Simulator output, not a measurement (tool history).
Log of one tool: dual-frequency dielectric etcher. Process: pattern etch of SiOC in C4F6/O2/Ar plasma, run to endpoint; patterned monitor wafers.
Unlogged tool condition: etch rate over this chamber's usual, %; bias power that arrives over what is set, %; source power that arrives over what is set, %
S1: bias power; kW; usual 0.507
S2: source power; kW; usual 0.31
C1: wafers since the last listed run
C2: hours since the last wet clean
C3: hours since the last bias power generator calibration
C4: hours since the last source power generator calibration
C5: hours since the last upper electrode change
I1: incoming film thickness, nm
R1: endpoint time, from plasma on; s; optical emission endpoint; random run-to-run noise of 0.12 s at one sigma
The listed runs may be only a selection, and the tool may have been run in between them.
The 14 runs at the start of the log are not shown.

run 15 hour=294.8 | S1=0.419 S2=0.31 | C1=249 C2=569.1 C3=4286 C4=1847.8 C5=4061.3 | I1=43.81 | R1=17.2
run 16 hour=317.7 | S1=0.546 S2=0.38 | C1=254 C2=592 C3=4308.9 C4=1870.7 C5=4084.2 | I1=43.58 | R1=14.1
run 17 hour=337.1 | S1=0.507 S2=0.31 | C1=215 C2=611.4 C3=4328.3 C4=1890.1 C5=4103.6 | I1=43.77 | R1=16.1
-- hour=369.3 source power generator calibrated
run 18 hour=369.8 | S1=0.507 S2=0.24 | C1=318 C2=644.1 C3=4361 C4=0.5 C5=4136.3 | I1=43.97 | R1=18.2
-- hour=412 wet clean of the chamber
-- hour=429.7 upper electrode replaced
run 19 hour=430.2 | S1=0.594 S2=0.33 | C1=208 C2=18.2 C3=4421.4 C4=60.9 C5=0.5 | I1=43.3 | R1=14.6
run 20 hour=430.5 | S1=0.507 S2=0.31 | C1=3 C2=18.5 C3=4421.7 C4=61.2 C5=0.8 | I1=43.52 | R1=15.7
run 21 hour=453 | S1=0.453 S2=0.27 | C1=249 C2=41 C3=4444.2 C4=83.7 C5=23.3 | I1=43.12 | R1=17.8
run 22 hour=474.7 | S1=0.568 S2=0.29 | C1=240 C2=62.7 C3=4465.9 C4=105.4 C5=45 | I1=43.61 | R1=16
run 23 hour=509.2 | S1=0.507 S2=0.34 | C1=382 C2=97.2 C3=4500.4 C4=139.9 C5=79.5 | I1=43.17 | R1=15.2
-- hour=534.2 bias power generator calibrated
run 24 hour=540.4 | S1=0.477 S2=0.31 | C1=301 C2=128.4 C3=6.2 C4=171.1 C5=110.7 | I1=43.73 | R1=16.5
run 25 hour=557.6 | S1=0.507 S2=0.36 | C1=190 C2=145.6 C3=23.4 C4=188.3 C5=127.9 | I1=43.71 | R1=15
run 26 hour=586.6 | S1=0.384 S2=0.31 | C1=321 C2=174.6 C3=52.4 C4=217.3 C5=156.9 | I1=43.63 | R1=17.6
run 27 hour=614.2 | S1=0.386 S2=0.26 | C1=306 C2=202.2 C3=80 C4=244.9 C5=184.5 | I1=44.13 | R1=19.3
run 28 hour=647.8 | S1=0.473 S2=0.37 | C1=372 C2=235.8 C3=113.6 C4=278.5 C5=218.1 | I1=43.19 | R1=14.8
run 29 hour=678.8 | S1=0.582 S2=0.27 | C1=343 C2=266.8 C3=144.6 C4=309.5 C5=249.1 | I1=43.32 | R1=16.3
run 30 hour=711.6 | S1=0.568 S2=0.31 | C1=363 C2=299.6 C3=177.4 C4=342.3 C5=281.9 | I1=43.1 | R1=15.3

Forecast each of these 4 alternatives for the next run:
run A hour=712 | S1=0.507 S2=0.31 | C1=4 C2=300 C3=177.8 C4=342.7 C5=282.3 | I1=43.42 | R1=?
run B hour=712 | S1=0.559 S2=0.36 | C1=4 C2=300 C3=177.8 C4=342.7 C5=282.3 | I1=43.42 | R1=?
run C hour=712 | S1=0.62 S2=0.33 | C1=4 C2=300 C3=177.8 C4=342.7 C5=282.3 | I1=43.42 | R1=?
run D hour=712 | S1=0.39 S2=0.34 | C1=4 C2=300 C3=177.8 C4=342.7 C5=282.3 | I1=43.42 | R1=?

run=A R1=16
run=B R1=14.3
run=C R1=14.4
run=D R1=16.8
With the hidden condition removed and each run's random variation left untouched, the same runs would have given:
run=A R1=16
run=B R1=14.3
run=C R1=14.4
run=D R1=16.8
